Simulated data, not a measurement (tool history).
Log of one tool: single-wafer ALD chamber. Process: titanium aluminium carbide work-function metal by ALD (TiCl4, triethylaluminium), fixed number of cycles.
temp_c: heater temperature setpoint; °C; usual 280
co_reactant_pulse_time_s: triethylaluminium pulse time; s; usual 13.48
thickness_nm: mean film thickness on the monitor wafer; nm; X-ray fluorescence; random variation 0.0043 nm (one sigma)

run	hour	temp_c	co_reactant_pulse_time_s	wafers since the last listed run	hours since the last thermocouple change	hours since the last triethylaluminium bottle change	hours since the showerhead was replaced	hours since the gauge calibration	read-back reference wafer on the same gauge, thickness_nm	thickness_nm
1	0	280	13.48	0	1336.2	802.2	5914.5	279.4	1.582	1.652
# hour 8.6: gauge calibrated
2	18.5	280	13.48	152	1354.7	820.7	5933	9.9	1.579	1.644
3	35.8	280	13.48	142	1372	838	5950.3	27.2	1.579	1.644
4	54.9	280	13.48	157	1391.1	857.1	5969.4	46.3	1.58	1.643
5	86.2	280	15.68	257	1422.4	888.4	6000.7	77.6	1.58	1.684
6	113.1	280	11.28	221	1449.3	915.3	6027.6	104.5	1.579	1.576
7	132.7	280	11.28	161	1468.9	934.9	6047.2	124.1	1.58	1.588
8	166.7	280	13.48	280	1502.9	968.9	6081.2	158.1	1.579	1.646
9	181.8	280	13.48	124	1518	984	6096.3	173.2	1.581	1.647
# hour 195.4: showerhead replaced
10	200.4	280	13.48	87	1536.6	1002.6	5	191.8	1.58	1.647
11	222.4	269	15.9	181	1558.6	1024.6	27	213.8	1.58	1.605
12	252.2	290	13.48	245	1588.4	1054.4	56.8	243.6	1.578	1.71
13	274.3	292	11.82	182	1610.5	1076.5	78.9	265.7	1.58	1.668
# hour 290.4: triethylaluminium bottle replaced
14	310.2	290	17.18	229	1646.4	19.8	114.8	301.6	1.58	1.808
# hour 324.4: gauge calibrated
15	327.1	273	17.7	139	1663.3	36.7	131.7	2.7	1.579	1.69
16	351.3	280	13.48	199	1687.5	60.9	155.9	26.9	1.579	1.708
# hour 370.7: thermocouple changed; heater temperature recalibrated
17	394.8	267	18.01	292	24.1	104.4	199.4	70.4	1.581	1.642

The next listed run, before its measurement:
18	420.1	280	15.29	208	49.4	129.7	224.7	95.7	?	?

{"run 18": {"read-back reference wafer on the same gauge, thickness_nm": 1.582, "thickness_nm": 1.714}}
Without the tool's hidden state the same run would have given thickness_nm 1.728 nm.

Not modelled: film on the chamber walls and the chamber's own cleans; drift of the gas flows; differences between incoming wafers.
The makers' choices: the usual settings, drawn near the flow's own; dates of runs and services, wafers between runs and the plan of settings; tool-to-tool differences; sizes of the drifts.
